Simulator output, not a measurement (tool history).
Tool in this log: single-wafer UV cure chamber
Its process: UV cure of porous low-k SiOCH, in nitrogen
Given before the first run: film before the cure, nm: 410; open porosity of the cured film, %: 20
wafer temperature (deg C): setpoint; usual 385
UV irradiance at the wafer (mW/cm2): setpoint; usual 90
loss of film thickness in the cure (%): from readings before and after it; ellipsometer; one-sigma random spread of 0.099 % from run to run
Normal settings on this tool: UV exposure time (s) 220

run	hour	wafer temperature (deg C)	UV exposure time (s)	UV irradiance at the wafer (mW/cm2)	wafers since the last listed run	hours since the UV bulbs were replaced	wafers since the quartz window was cleaned	loss of film thickness in the cure (%)
1	0.0	385	220	90	0	2495.6	312	8.460
2	13.9	385	220	90	97	2509.5	410	8.487
3	40.4	375	220	90	186	2536.0	596	8.112
4	70.8	385	220	90	213	2566.4	810	8.270
5	93.1	385	220	90	156	2588.7	967	8.140
6	113.1	394	220	90	140	2608.7	1107	8.390
7	143.4	385	160	73	212	2639.0	1320	5.927
8	156.1	385	160	73	89	2651.7	1410	5.926
# hour 171.8: UV bulbs replaced
9	178.4	385	160	73	100	6.6	1510	8.391
10	194.2	385	220	90	111	22.4	1621	10.713
11	207.9	392	125	90	96	36.1	1717	8.512
12	236.3	367	100	56	199	64.5	1917	5.203
13	271.9	385	220	90	250	100.1	2167	10.588
14	289.5	385	220	122	123	117.7	2291	12.178
15	305.1	385	220	64	109	133.3	2401	9.033
# hour 316.5: quartz window cleaned
16	324.4	385	100	79	79	152.6	55	6.811
17	351.8	399	220	90	192	180.0	247	10.905
18	372.1	385	220	61	142	200.3	390	8.888
19	394.5	385	220	90	157	222.7	547	10.787
20	413.2	403	160	103	131	241.4	679	10.311
21	440.3	395	350	90	190	268.5	869	12.874
22	485.3	385	220	90	316	313.5	1186	10.871

Each row is a separate what-if for the run after 22, all from the same tool condition, not one after another. Results?
A	485.8	367	220	90	3	314.0	1189	?
B	485.8	390	330	124	3	314.0	1189	?
C	485.8	396	180	128	3	314.0	1189	?
D	485.8	378	335	67	3	314.0	1189	?

run	loss of film thickness in the cure (%)
A	10.395
B	14.298
C	11.639
D	11.182
Stripped of hidden state, with their random variation kept, the same runs would have yielded:
run	loss of film thickness in the cure (%)
A	10.518
B	14.432
C	11.766
D	11.307

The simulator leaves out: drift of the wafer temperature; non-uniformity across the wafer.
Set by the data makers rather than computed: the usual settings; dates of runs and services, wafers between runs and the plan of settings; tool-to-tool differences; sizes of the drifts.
